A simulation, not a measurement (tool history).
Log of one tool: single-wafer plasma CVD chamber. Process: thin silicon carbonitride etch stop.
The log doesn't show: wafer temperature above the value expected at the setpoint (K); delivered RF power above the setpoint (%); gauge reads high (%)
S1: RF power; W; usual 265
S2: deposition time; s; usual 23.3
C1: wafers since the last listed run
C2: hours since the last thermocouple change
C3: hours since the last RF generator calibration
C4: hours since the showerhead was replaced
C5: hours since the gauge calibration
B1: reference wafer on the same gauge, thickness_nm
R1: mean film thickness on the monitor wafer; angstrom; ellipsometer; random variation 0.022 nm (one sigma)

run,hour,S1,S2,C1,C2,C3,C4,C5,B1,R1
1,0,265,23.3,0,2417.2,1840.8,5606.4,12.5,17.009,141.27
2,10.4,265,23.3,196,2427.6,1851.2,5616.8,22.9,17.004,141.81
3,18.6,265,23.3,154,2435.8,1859.4,5625,31.1,16.995,141.9
4,25.4,295,26.7,128,2442.6,1866.2,5631.8,37.9,17.01,167.59
5,35.2,295,26.7,184,2452.4,1876,5641.6,47.7,17.003,167.85
6,44.2,295,26.7,169,2461.4,1885,5650.6,56.7,17.001,168.23
7,95.9,265,23.3,975,2513.1,1936.7,5702.3,108.4,17.009,141.49
8,107.6,265,23.3,220,2524.8,1948.4,5714,120.1,16.993,141.61
9,123.8,225,20.6,305,2541,1964.6,5730.2,136.3,17.007,118.76
10,140.8,265,23.3,320,2558,1981.6,5747.2,153.3,17.003,141.74
11,152.7,265,23.3,224,2569.9,1993.5,5759.1,165.2,17.006,141.64
12,168.1,265,23.3,290,2585.3,2008.9,5774.5,180.6,17.01,141.37
13,179.9,265,23.3,222,2597.1,2020.7,5786.3,192.4,17.007,141.77
14,190.2,265,23.3,194,2607.4,2031,5796.6,202.7,17.006,141.69
15,201,265,23.3,203,2618.2,2041.8,5807.4,213.5,16.997,141.02
# hour 212.6: RF generator calibrated
16,215.4,265,23.3,120,2632.6,2.8,5821.8,227.9,17.009,145.15
17,232.2,265,23.3,316,2649.4,19.6,5838.6,244.7,16.988,144.97
18,247.5,265,23.3,288,2664.7,34.9,5853.9,260,16.999,145.18
19,261.5,290,20.9,264,2678.7,48.9,5867.9,274,16.987,134.29
20,277.6,265,23.3,303,2694.8,65,5884,290.1,16.996,145.03
# hour 299.9: thermocouple changed; heater temperature recalibrated
21,300.4,265,23.3,279,0.5,87.8,5906.8,312.9,16.993,145.3
22,302.5,265,23.3,39,2.6,89.9,5908.9,315,16.991,145.18
23,315.4,250,25,243,15.5,102.8,5921.8,327.9,17.011,152.83
# hour 326.1: gauge calibrated
24,327.3,280,26.4,224,27.4,114.7,5933.7,1.2,17,167.24
25,336.9,290,27.9,181,37,124.3,5943.3,10.8,17.001,179.04
# hour 347: showerhead replaced
26,351.7,285,25.8,128,51.8,139.1,4.7,25.6,17.004,164.26
27,363.6,230,24.6,224,63.7,151,16.6,37.5,17.001,146.29
28,381,245,20.6,328,81.1,168.4,34,54.9,16.989,124.86
29,396.9,265,21.2,300,97,184.3,49.9,70.8,16.995,131.99
30,406.6,265,23.3,183,106.7,194,59.6,80.5,17,145.38
31,424,320,24.6,328,124.1,211.4,77,97.9,16.995,162.24
32,440.4,300,19.8,309,140.5,227.8,93.4,114.3,16.998,128.02
33,447.2,215,27.5,128,147.3,234.6,100.2,121.1,17.007,160.19
34,463.1,225,21.9,300,163.2,250.5,116.1,137,17.001,129.16
35,475.1,305,20.6,226,175.2,262.5,128.1,149,16.992,133.96
36,487.4,280,19.9,232,187.5,274.8,140.4,161.3,17.003,125.58

Measured less the same run without the tool's hidden state. The same run-to-run variation is in both; the gauge's scatter may not be:
run,R1
1,-3.78
2,-3.81
3,-3.83
4,-4.53
5,-4.57
6,-4.6
7,-3.96
8,-3.99
9,-3.37
10,-4.05
11,-4.07
12,-4.1
13,-4.13
14,-4.15
15,-4.15
16,-0.26
17,-0.28
18,-0.32
19,-0.32
20,-0.37
21,-0.4
22,-0.41
23,-0.46
24,-0.52
25,-0.58
26,-0.56
27,-0.52
28,-0.48
29,-0.53
30,-0.59
31,-0.7
32,-0.57
33,-0.73
34,-0.61
35,-0.66
36,-0.64
